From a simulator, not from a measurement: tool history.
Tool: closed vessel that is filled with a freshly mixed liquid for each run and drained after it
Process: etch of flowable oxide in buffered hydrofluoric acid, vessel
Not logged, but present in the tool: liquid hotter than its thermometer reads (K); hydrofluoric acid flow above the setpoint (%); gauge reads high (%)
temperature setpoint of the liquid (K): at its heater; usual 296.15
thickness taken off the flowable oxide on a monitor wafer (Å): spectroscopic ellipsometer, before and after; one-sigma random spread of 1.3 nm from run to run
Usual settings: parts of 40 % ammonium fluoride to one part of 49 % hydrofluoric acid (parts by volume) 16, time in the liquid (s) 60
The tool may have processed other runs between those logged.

| run | day | temperature setpoint of the liquid (K) | parts of 40 % ammonium fluoride to one part of 49 % hydrofluoric acid (parts by volume) | time in the liquid (s) | wafers since the last listed run | hours since the thermometer was replaced | hours since the hydrofluoric acid flow meter was replaced | hours since the gauge calibration | read-back film thickness of the flowable oxide reference wafer, read on the same gauge (nm) | thickness taken off the flowable oxide on a monitor wafer (Å) |
|---|---|---|---|---|---|---|---|---|---|---|
| 1 | 0 | 296.15 | 20 | 60 | 0 | 1464.1 | 827.6 | 59.8 | 79.99 | 1765.6 |
| 2 | 0.721 | 296.15 | 20 | 60 | 2325 | 1481.4 | 844.9 | 77.1 | 79.99 | 1758.9 |
| 3 | 1.079 | 296.15 | 20 | 60 | 1156 | 1490 | 853.5 | 85.7 | 80 | 1770.2 |
| 4 | 2.579 | 296.15 | 16 | 60 | 4840 | 1526 | 889.5 | 121.7 | 79.98 | 2211.8 |
| 5 | 3.083 | 296.15 | 16 | 60 | 1626 | 1538.1 | 901.6 | 133.8 | 80.02 | 2215.1 |
|  | 3.204 | hydrofluoric acid flow meter replaced |
| 6 | 3.629 | 296.15 | 16 | 60 | 1626 | 1551.2 | 10.2 | 146.9 | 80.02 | 2312.4 |
| 7 | 4.175 | 298.65 | 16 | 60 | 1761 | 1564.3 | 23.3 | 160 | 80.01 | 2652.1 |
|  | 4.404 | gauge calibrated |
| 8 | 4.875 | 296.15 | 20.5 | 60 | 2258 | 1581.1 | 40.1 | 11.3 | 79.97 | 1814.3 |
| 9 | 5.129 | 296.15 | 16 | 60 | 820 | 1587.2 | 46.2 | 17.4 | 80.05 | 2323.1 |
| 10 | 5.646 | 292.15 | 12.5 | 85 | 1667 | 1599.6 | 58.6 | 29.8 | 80 | 3286 |
|  | 5.746 | hydrofluoric acid flow meter replaced, repeated, since the last time left the tool worse |
|  | 6.15 | thermometer replaced |
| 11 | 6.262 | 293.15 | 18.5 | 60 | 1720 | 2.7 | 12.4 | 44.6 | 80.01 | 1484.4 |
| 12 | 7.233 | 296.15 | 19.5 | 60 | 3132 | 26 | 35.7 | 67.9 | 80 | 1672 |
| 13 | 7.6 | 293.15 | 10 | 75 | 1183 | 34.8 | 44.5 | 76.7 | 79.96 | 3395.6 |
| 14 | 7.992 | 298.65 | 9.5 | 95 | 1263 | 44.2 | 53.9 | 86.1 | 80.02 | 6012.5 |
| 15 | 8.562 | 299.65 | 16 | 30 | 1841 | 57.9 | 67.6 | 99.8 | 80.03 | 1236.1 |
| 16 | 10.325 | 300.15 | 20 | 30 | 5687 | 100.2 | 109.9 | 142.1 | 79.98 | 1022.2 |
| 17 | 10.579 | 296.15 | 20 | 60 | 820 | 106.3 | 116 | 148.2 | 79.97 | 1640 |

Consider 5 possible next runs. They are alternatives, not a sequence: every one starts from the tool as it was left by run 17. What does each give?
| A | 10.608 | 296.15 | 10.5 | 60 | 94 | 107 | 116.7 | 148.9 | ? | ? |
| B | 10.608 | 291.15 | 19 | 85 | 94 | 107 | 116.7 | 148.9 | ? | ? |
| C | 10.608 | 291.65 | 11 | 60 | 94 | 107 | 116.7 | 148.9 | ? | ? |
| D | 10.608 | 301.15 | 16 | 60 | 94 | 107 | 116.7 | 148.9 | ? | ? |
| E | 10.608 | 296.15 | 13 | 30 | 94 | 107 | 116.7 | 148.9 | ? | ? |

| run | read-back film thickness of the flowable oxide reference wafer, read on the same gauge (nm) | thickness taken off the flowable oxide on a monitor wafer (Å) |
|---|---|---|
| A | 79.98 | 3116.8 |
| B | 79.98 | 1866.1 |
| C | 79.98 | 2318.2 |
| D | 79.98 | 2705.3 |
| E | 79.98 | 1265.2 |
Without the tool's unlogged condition, the same runs would have read:
| run | thickness taken off the flowable oxide on a monitor wafer (Å) |
|---|---|
| A | 3045.2 |
| B | 1822.4 |
| C | 2264.7 |
| D | 2642.3 |
| E | 1235.9 |

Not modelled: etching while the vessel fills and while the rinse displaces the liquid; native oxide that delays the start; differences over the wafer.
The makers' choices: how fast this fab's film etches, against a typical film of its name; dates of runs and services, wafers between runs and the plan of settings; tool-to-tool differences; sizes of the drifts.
